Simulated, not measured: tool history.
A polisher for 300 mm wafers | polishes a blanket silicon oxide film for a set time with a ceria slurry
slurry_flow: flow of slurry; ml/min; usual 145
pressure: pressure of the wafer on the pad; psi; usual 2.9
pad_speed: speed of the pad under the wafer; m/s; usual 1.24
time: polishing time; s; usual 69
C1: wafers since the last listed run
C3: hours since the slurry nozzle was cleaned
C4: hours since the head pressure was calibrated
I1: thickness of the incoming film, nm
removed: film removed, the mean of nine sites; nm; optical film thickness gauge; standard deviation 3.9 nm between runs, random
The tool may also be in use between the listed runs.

{"run": 1, "hour": 0.0, "slurry_flow": 145, "pressure": 2.9, "pad_speed": 1.24, "time": 69, "C1": 0, "wafers polished on this pad": 113, "C3": 402.2, "C4": 173.9, "I1": 981.8, "removed": 390.8}
{"run": 2, "hour": 57.2, "slurry_flow": 145, "pressure": 2.9, "pad_speed": 1.24, "time": 69, "C1": 617, "wafers polished on this pad": 730, "C3": 459.4, "C4": 231.1, "I1": 975.2, "removed": 384.0}
{"run": 3, "hour": 111.4, "slurry_flow": 115, "pressure": 2.9, "pad_speed": 1.24, "time": 69, "C1": 584, "wafers polished on this pad": 1314, "C3": 513.6, "C4": 285.3, "I1": 982.5, "removed": 370.1}
{"run": 4, "hour": 155.1, "slurry_flow": 115, "pressure": 2.9, "pad_speed": 1.24, "time": 69, "C1": 471, "wafers polished on this pad": 1786, "C3": 557.3, "C4": 329.0, "I1": 982.0, "removed": 365.4}
{"hour": 201.6, "done": "worn pad replaced by a new one"}
{"run": 5, "hour": 220.7, "slurry_flow": 115, "pressure": 2.9, "pad_speed": 1.24, "time": 69, "C1": 664, "wafers polished on this pad": 205, "C3": 622.9, "C4": 394.6, "I1": 984.8, "removed": 371.0}
{"run": 6, "hour": 283.2, "slurry_flow": 170, "pressure": 2.9, "pad_speed": 1.24, "time": 69, "C1": 674, "wafers polished on this pad": 879, "C3": 685.4, "C4": 457.1, "I1": 972.1, "removed": 393.4}
{"run": 7, "hour": 325.4, "slurry_flow": 170, "pressure": 2.9, "pad_speed": 1.24, "time": 69, "C1": 455, "wafers polished on this pad": 1335, "C3": 727.6, "C4": 499.3, "I1": 968.4, "removed": 395.1}
{"hour": 387.7, "done": "worn pad replaced by a new one"}
{"run": 8, "hour": 388.2, "slurry_flow": 145, "pressure": 2.9, "pad_speed": 1.24, "time": 69, "C1": 634, "wafers polished on this pad": 5, "C3": 790.4, "C4": 562.1, "I1": 986.2, "removed": 397.6}
{"hour": 420.1, "done": "slurry nozzle cleaned"}
{"run": 9, "hour": 435.6, "slurry_flow": 145, "pressure": 2.9, "pad_speed": 1.24, "time": 69, "C1": 500, "wafers polished on this pad": 506, "C3": 15.5, "C4": 609.5, "I1": 988.5, "removed": 391.6}
{"run": 10, "hour": 494.4, "slurry_flow": 145, "pressure": 2.9, "pad_speed": 1.24, "time": 69, "C1": 634, "wafers polished on this pad": 1140, "C3": 74.3, "C4": 668.3, "I1": 991.9, "removed": 384.4}
{"hour": 555.4, "done": "worn pad replaced by a new one"}
{"run": 11, "hour": 555.9, "slurry_flow": 120, "pressure": 2.4, "pad_speed": 1.24, "time": 69, "C1": 620, "wafers polished on this pad": 5, "C3": 135.8, "C4": 729.8, "I1": 988.0, "removed": 330.4}
{"run": 12, "hour": 609.5, "slurry_flow": 190, "pressure": 2.9, "pad_speed": 1.24, "time": 62, "C1": 578, "wafers polished on this pad": 583, "C3": 189.4, "C4": 783.4, "I1": 978.9, "removed": 365.2}
{"hour": 626.9, "done": "head pressure recalibrated"}
{"run": 13, "hour": 648.7, "slurry_flow": 145, "pressure": 2.5, "pad_speed": 1.24, "time": 69, "C1": 401, "wafers polished on this pad": 985, "C3": 228.6, "C4": 21.8, "I1": 979.1, "removed": 331.6}
{"run": 14, "hour": 716.6, "slurry_flow": 115, "pressure": 3.5, "pad_speed": 0.9, "time": 69, "C1": 732, "wafers polished on this pad": 1717, "C3": 296.5, "C4": 89.7, "I1": 987.8, "removed": 342.2}
{"hour": 737.2, "done": "worn pad replaced by a new one"}
{"run": 15, "hour": 745.7, "slurry_flow": 105, "pressure": 2.9, "pad_speed": 1.12, "time": 69, "C1": 270, "wafers polished on this pad": 91, "C3": 325.6, "C4": 118.8, "I1": 989.0, "removed": 339.2}
{"run": 16, "hour": 822.1, "slurry_flow": 145, "pressure": 2.9, "pad_speed": 1.24, "time": 69, "C1": 824, "wafers polished on this pad": 915, "C3": 402.0, "C4": 195.2, "I1": 979.9, "removed": 381.9}
{"run": 17, "hour": 876.7, "slurry_flow": 100, "pressure": 3.6, "pad_speed": 1.24, "time": 46, "C1": 588, "wafers polished on this pad": 1504, "C3": 456.6, "C4": 249.8, "I1": 984.3, "removed": 278.9}
{"run": 18, "hour": 917.6, "slurry_flow": 180, "pressure": 2.9, "pad_speed": 1.64, "time": 69, "C1": 441, "wafers polished on this pad": 1945, "C3": 497.5, "C4": 290.7, "I1": 970.8, "removed": 474.2}
{"hour": 944.0, "done": "worn pad replaced by a new one"}
{"run": 19, "hour": 960.8, "slurry_flow": 115, "pressure": 2.9, "pad_speed": 1.24, "time": 69, "C1": 422, "wafers polished on this pad": 180, "C3": 540.7, "C4": 333.9, "I1": 978.2, "removed": 369.7}

Predict each of these 3 candidate next runs independently; none follows another, all start after run 19:
{"run": "A", "hour": 961.2, "slurry_flow": 145, "pressure": 2.9, "pad_speed": 1.24, "time": 69, "C1": 4, "wafers polished on this pad": 185, "C3": 541.1, "C4": 334.3, "I1": 968.3, "removed": "?"}
{"run": "B", "hour": 961.2, "slurry_flow": 105, "pressure": 2.9, "pad_speed": 1.36, "time": 58, "C1": 4, "wafers polished on this pad": 185, "C3": 541.1, "C4": 334.3, "I1": 968.3, "removed": "?"}
{"run": "C", "hour": 961.2, "slurry_flow": 145, "pressure": 2.9, "pad_speed": 0.9, "time": 92, "C1": 4, "wafers polished on this pad": 185, "C3": 541.1, "C4": 334.3, "I1": 968.3, "removed": "?"}

run=A removed=392.3
run=B removed=323.9
run=C removed=432.9
The same runs, with their run-to-run variation unchanged, on a tool lacking any hidden condition would have given:
run=A removed=385.7
run=B removed=318.5
run=C removed=425.7
